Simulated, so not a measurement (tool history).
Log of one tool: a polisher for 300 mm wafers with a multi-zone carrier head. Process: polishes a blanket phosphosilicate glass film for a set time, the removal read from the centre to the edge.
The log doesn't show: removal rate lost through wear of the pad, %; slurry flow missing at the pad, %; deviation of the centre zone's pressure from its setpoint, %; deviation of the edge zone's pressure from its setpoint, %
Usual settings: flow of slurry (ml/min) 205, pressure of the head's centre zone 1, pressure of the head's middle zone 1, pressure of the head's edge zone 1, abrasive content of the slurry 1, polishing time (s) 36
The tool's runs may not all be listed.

| run | hour | flow of slurry (ml/min) | pressure of the head's centre zone | pressure of the head's middle zone | pressure of the head's edge zone | abrasive content of the slurry | polishing time (s) | wafers since the last listed run | wafers polished on this pad | hours since the slurry nozzle was cleaned | hours since the centre zone pressure was calibrated | hours since the edge zone pressure was calibrated | hours since the carrier head's membrane was replaced | incoming thickness of the incoming film, nm | film removed at the wafer's centre (angstrom) | film removed at mid-radius (angstrom) | film removed at the wafer's edge (angstrom) |
|---|---|---|---|---|---|---|---|---|---|---|---|---|---|---|---|---|---|
| 1 | 0 | 190 | 1 | 1.07 | 1 | 1 | 36 | 0 | 330 | 107.9 | 226.2 | 139 | 166.6 | 2626.3 | 3626 | 3948 | 3684 |
| 2 | 71.9 | 205 | 1 | 1 | 1 | 1 | 36 | 1081 | 1412 | 179.8 | 298.1 | 210.9 | 238.5 | 2676.4 | 3489 | 3675 | 3656 |
|  | 136 | worn pad replaced by a new one |
| 3 | 137.5 | 205 | 1 | 1 | 1 | 1 | 36 | 926 | 22 | 245.4 | 363.7 | 276.5 | 304.1 | 2648.4 | 3705 | 3801 | 3693 |
| 4 | 194.5 | 205 | 1 | 1 | 1 | 1 | 36 | 857 | 880 | 302.4 | 420.7 | 333.5 | 361.1 | 2617.8 | 3609 | 3686 | 3719 |
| 5 | 220.1 | 205 | 1 | 1 | 1 | 1 | 36 | 385 | 1265 | 328 | 446.3 | 359.1 | 386.7 | 2611.7 | 3585 | 3684 | 3654 |
|  | 241.3 | slurry nozzle cleaned |
| 6 | 288.3 | 245 | 1 | 1 | 1 | 1.2 | 36 | 1011 | 2276 | 47 | 514.5 | 427.3 | 454.9 | 2632 | 3864 | 3846 | 3737 |
|  | 299.7 | worn pad replaced by a new one |
| 7 | 332.1 | 245 | 1 | 1 | 1 | 1.2 | 36 | 598 | 487 | 90.8 | 558.3 | 471.1 | 498.7 | 2615.5 | 4011 | 4075 | 4016 |
| 8 | 384.8 | 205 | 1 | 1 | 1 | 1 | 36 | 792 | 1279 | 143.5 | 611 | 523.8 | 551.4 | 2634.8 | 3575 | 3674 | 3653 |
| 9 | 415.3 | 205 | 1 | 1 | 1 | 1 | 36 | 458 | 1738 | 174 | 641.5 | 554.3 | 581.9 | 2688.8 | 3637 | 3665 | 3595 |
|  | 423.5 | carrier head's membrane replaced by a new one |
|  | 445.5 | edge zone pressure recalibrated |
|  | 461.9 | centre zone pressure recalibrated |
|  | 472.9 | worn pad replaced by a new one |
| 10 | 500.8 | 205 | 1 | 1 | 0.92 | 1 | 48 | 1090 | 420 | 259.5 | 38.9 | 55.3 | 77.3 | 2606.1 | 4825 | 4968 | 4676 |
|  | 544.6 | slurry nozzle cleaned |
| 11 | 626.1 | 205 | 1 | 1 | 1 | 1 | 36 | 1870 | 2290 | 81.5 | 164.2 | 180.6 | 202.6 | 2609.2 | 3409 | 3512 | 3479 |
|  | 656.5 | worn pad replaced by a new one |
| 12 | 673.9 | 205 | 0.94 | 1 | 1.11 | 1.1 | 49 | 658 | 261 | 129.3 | 212 | 228.4 | 250.4 | 2589.7 | 4958 | 5346 | 5503 |
| 13 | 718.2 | 205 | 1 | 1 | 1 | 1.1 | 44 | 666 | 928 | 173.6 | 256.3 | 272.7 | 294.7 | 2680.2 | 4645 | 4637 | 4635 |
| 14 | 768.8 | 205 | 1 | 1 | 1 | 1 | 29 | 761 | 1689 | 224.2 | 306.9 | 323.3 | 345.3 | 2644.3 | 2846 | 2954 | 2933 |
| 15 | 793 | 205 | 1.12 | 1 | 1 | 1.15 | 36 | 364 | 2053 | 248.4 | 331.1 | 347.5 | 369.5 | 2639.7 | 4180 | 3856 | 3751 |
| 16 | 844 | 205 | 0.96 | 1.04 | 0.96 | 1.2 | 36 | 767 | 2820 | 299.4 | 382.1 | 398.5 | 420.5 | 2663.6 | 3531 | 3908 | 3586 |
|  | 857.8 | worn pad replaced by a new one |
|  | 863.9 | slurry nozzle cleaned |
| 17 | 909 | 205 | 1 | 1 | 1 | 1 | 36 | 902 | 754 | 45.1 | 447.1 | 463.5 | 485.5 | 2649.5 | 3619 | 3781 | 3659 |

Measured less the same run without the tool's hidden state. The same run-to-run variation is in both; the gauge's scatter may not be:
| run | film removed at the wafer's centre (angstrom) | film removed at mid-radius (angstrom) | film removed at the wafer's edge (angstrom) |
|---|---|---|---|
| 1 | -13 | -14 | -13 |
| 2 | -81 | -86 | -85 |
| 3 | -1 | -2 | -1 |
| 4 | -30 | -31 | -31 |
| 5 | -61 | -63 | -62 |
| 6 | -221 | -219 | -213 |
| 7 | -16 | -16 | -17 |
| 8 | -67 | -69 | -69 |
| 9 | -123 | -124 | -122 |
| 10 | -54 | -55 | -52 |
| 11 | -231 | -238 | -237 |
| 12 | -12 | -13 | -14 |
| 13 | -49 | -50 | -50 |
| 14 | -91 | -94 | -94 |
| 15 | -197 | -181 | -177 |
| 16 | -320 | -355 | -325 |
| 17 | -34 | -36 | -34 |
